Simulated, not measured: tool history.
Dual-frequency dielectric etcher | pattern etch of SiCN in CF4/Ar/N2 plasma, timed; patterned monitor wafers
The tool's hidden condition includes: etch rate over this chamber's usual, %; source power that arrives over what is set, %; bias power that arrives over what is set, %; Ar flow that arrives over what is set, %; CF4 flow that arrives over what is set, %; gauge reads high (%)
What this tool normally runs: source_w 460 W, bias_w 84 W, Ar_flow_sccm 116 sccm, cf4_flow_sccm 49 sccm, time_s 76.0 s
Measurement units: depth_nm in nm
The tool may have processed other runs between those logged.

run   hour  source_w  bias_w  Ar_flow_sccm  cf4_flow_sccm  time_s  wafers since the last listed run  hours since the last wet clean  hours since the last source power generator calibration  hours since the last bias power generator calibration  hours since the last Ar flow controller change  hours since the last CF4 flow controller change  hours since the last upper electrode change  hours since the gauge calibration  read-back reference wafer on the same gauge, depth_nm  depth_nm
  1    0.0       460      84           116             49    76.0                                 0                            45.7                                                     50.9                                                   27.5                                            14.7                                           2585.3                                       2566.1                              546.0                                                   54.1      66.3
  2  100.9       460      84           116             49    76.0                              1500                           146.6                                                    151.8                                                  128.4                                           115.6                                           2686.2                                       2667.0                              646.9                                                   54.0      66.8
  3  116.5       460      90           116             49    58.0                               231                           162.2                                                    167.4                                                  144.0                                           131.2                                           2701.8                                       2682.6                              662.5                                                   54.0      52.1
     141.1  -- CF4 flow controller replaced
  4  149.8       460      84           116             49    76.0                               405                           195.5                                                    200.7                                                  177.3                                           164.5                                              8.7                                       2715.9                              695.8                                                   54.0      66.9
  5  166.2       460      84           125             49    76.0                               243                           211.9                                                    217.1                                                  193.7                                           180.9                                             25.1                                       2732.3                              712.2                                                   54.0      66.3
  6  181.3       460      84           108             49    64.5                               224                           227.0                                                    232.2                                                  208.8                                           196.0                                             40.2                                       2747.4                              727.3                                                   54.0      57.4
  7  209.2       540      76           127             45    76.0                               414                           254.9                                                    260.1                                                  236.7                                           223.9                                             68.1                                       2775.3                              755.2                                                   54.0      68.4
  8  229.4       410      84           116             49    76.0                               300                           275.1                                                    280.3                                                  256.9                                           244.1                                             88.3                                       2795.5                              775.4                                                   54.0      64.2
  9  261.0       530      84           116             49    76.0                               469                           306.7                                                    311.9                                                  288.5                                           275.7                                            119.9                                       2827.1                              807.0                                                   54.0      72.4
 10  276.7       460      84           116             49    76.0                               233                           322.4                                                    327.6                                                  304.2                                           291.4                                            135.6                                       2842.8                              822.7                                                   54.0      67.7
     278.9  -- gauge calibrated
 11  307.8       460      94           141             44    76.0                               462                           353.5                                                    358.7                                                  335.3                                           322.5                                            166.7                                       2873.9                               28.9                                                   54.0      66.9
     333.0  -- upper electrode replaced
     360.0  -- wet clean of the chamber
 12  360.5       460      91           144             49    76.0                                69                             0.5                                                    411.4                                                  388.0                                           375.2                                            219.4                                         27.5                               81.6                                                   54.0      64.6
 13  372.9       530      78           106             49    76.0                               184                            12.9                                                    423.8                                                  400.4                                           387.6                                            231.8                                         39.9                               94.0                                                   54.0      69.8
 14  390.6       460      74           116             49    76.0                               263                            30.6                                                    441.5                                                  418.1                                           405.3                                            249.5                                         57.6                              111.7                                                   54.0      63.4
 15  418.5       550      95           116             41    58.0                               414                            58.5                                                    469.4                                                  446.0                                           433.2                                            277.4                                         85.5                              139.6                                                   54.0      54.7
 16  445.9       460      91           144             49    76.0                               407                            85.9                                                    496.8                                                  473.4                                           460.6                                            304.8                                        112.9                              167.0                                                   54.0      64.7
 17  459.7       460      69           145             49    76.0                               205                            99.7                                                    510.6                                                  487.2                                           474.4                                            318.6                                        126.7                              180.8                                                   54.0      60.2
 18  476.5       460      84           104             54    76.0                               249                           116.5                                                    527.4                                                  504.0                                           491.2                                            335.4                                        143.5                              197.6                                                   54.0      68.3
 19  493.4       460      84           116             49    76.0                               251                           133.4                                                    544.3                                                  520.9                                           508.1                                            352.3                                        160.4                              214.5                                                   54.0      66.5
 20  521.5       460      98            94             42    76.0                               417                           161.5                                                    572.4                                                  549.0                                           536.2                                            380.4                                        188.5                              242.6                                                   53.9      70.0
 21  536.2       560      70           116             49    96.0                               218                           176.2                                                    587.1                                                  563.7                                           550.9                                            395.1                                        203.2                              257.3                                                   54.0      87.6
 22  639.0       360      63           141             56    76.0                              1528                           279.0                                                    689.9                                                  666.5                                           653.7                                            497.9                                        306.0                              360.1                                                   53.9      55.6

Each row is a separate what-if for the run after 22, all from the same tool condition, not one after another. Results?
  A  639.4       460      84           116             61    76.0                                 5                           279.4                                                    690.3                                                  666.9                                           654.1                                            498.3                                        306.4                              360.5                                                      ?         ?
  B  639.4       360      95           116             49    76.0                                 5                           279.4                                                    690.3                                                  666.9                                           654.1                                            498.3                                        306.4                              360.5                                                      ?         ?
  C  639.4       460      95           116             49    76.0                                 5                           279.4                                                    690.3                                                  666.9                                           654.1                                            498.3                                        306.4                              360.5                                                      ?         ?

run  read-back reference wafer on the same gauge, depth_nm  depth_nm
  A                                                   54.0      69.3
  B                                                   54.0      62.9
  C                                                   54.0      69.5
Without the tool's unlogged condition, the same runs would have read:
run  depth_nm
  A      67.9
  B      61.6
  C      68.0
